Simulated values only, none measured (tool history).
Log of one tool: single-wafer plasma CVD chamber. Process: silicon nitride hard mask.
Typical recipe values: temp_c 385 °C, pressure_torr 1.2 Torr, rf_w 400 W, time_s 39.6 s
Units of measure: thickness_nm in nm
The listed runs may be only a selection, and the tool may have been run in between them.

run    hour  temp_c  pressure_torr  rf_w  time_s  wafers since the last listed run  hours since the last thermocouple change  hours since the last RF generator calibration  hours since the last manometer calibration  hours since the showerhead was replaced  hours since the gauge calibration  read-back reference wafer on the same gauge, thickness_nm  thickness_nm
  1       0     385            1.2   400    39.6                                 0                                     418.3                                          617.4                                       406.9                                   5556.8                             1532.8                                                     48.676        43.276
  2    65.2     385            1.2   400    39.6                              1526                                     483.5                                          682.6                                       472.1                                     5622                               1598                                                     48.789        42.894
        132  -- RF generator calibrated
  3   172.7     385            1.2   400    39.6                              2329                                       591                                           40.7                                       579.6                                   5729.5                             1705.5                                                     48.763        44.793
  4   270.6     385            1.2   400    39.6                              2291                                     688.9                                          138.6                                       677.5                                   5827.4                             1803.4                                                     48.608        44.273
  5   351.6     394            1.2   415    39.6                              1896                                     769.9                                          219.6                                       758.5                                   5908.4                             1884.4                                                     48.735         45.47
  6   437.2     394            1.2   415    39.6                              2003                                     855.5                                          305.2                                       844.1                                     5994                               1970                                                      48.67        45.285
  7   481.4     394            1.2   415    39.6                              1034                                     899.7                                          349.4                                       888.3                                   6038.2                             2014.2                                                     48.696         45.19
  8   571.2     385           1.43   340    39.6                              2102                                     989.5                                          439.2                                       978.1                                     6128                               2104                                                     48.733        38.547
      638.6  -- showerhead replaced, of another model than before
  9   654.2     385           1.43   340    39.6                              1755                                    1072.5                                          522.2                                      1061.1                                     15.6                               2187                                                     48.694        42.238
 10   721.6     385           1.43   340    39.6                              1577                                    1139.9                                          589.6                                      1128.5                                       83                             2254.4                                                     48.735        42.347
      763.5  -- capacitance manometer re-zeroed and calibrated
 11     764     385           0.94   375    45.9                               805                                    1182.3                                            632                                         0.5                                    125.4                             2296.8                                                     48.688        46.909
 12   832.5     385            1.2   400    39.6                              1603                                    1250.8                                          700.5                                          69                                    193.9                             2365.3                                                     48.651        44.484
      904.6  -- RF generator calibrated
 13   930.6     385            1.2   400    39.6                              2109                                    1348.9                                             26                                       167.1                                      292                             2463.4                                                     48.774        45.146
 14  1000.9     379           1.28   330    44.3                              1645                                    1419.2                                           96.3                                       237.4                                    362.3                             2533.7                                                     48.657        46.366
 15  1105.5     395              1   330      33                              2448                                    1523.8                                          200.9                                         342                                    466.9                             2638.3                                                     48.757        32.378
 16  1151.7     385           1.07   330    39.6                              1081                                      1570                                          247.1                                       388.2                                    513.1                             2684.5                                                     48.748        39.257
 17  1218.1     391            1.2   470    35.6                              1554                                    1636.4                                          313.5                                       454.6                                    579.5                             2750.9                                                     48.633        42.853

Forecast run 18:
 18  1298     390            1.2   400    34.3                              1870                                    1716.3                                          393.4                                       534.5                                    659.4                             2830.8                                                          ?             ?

Run 18 came out at read-back reference wafer on the same gauge, thickness_nm 48.695, thickness_nm 38.421 nm.
With no hidden state in the tool, this same run would have given thickness_nm 39.171 nm.

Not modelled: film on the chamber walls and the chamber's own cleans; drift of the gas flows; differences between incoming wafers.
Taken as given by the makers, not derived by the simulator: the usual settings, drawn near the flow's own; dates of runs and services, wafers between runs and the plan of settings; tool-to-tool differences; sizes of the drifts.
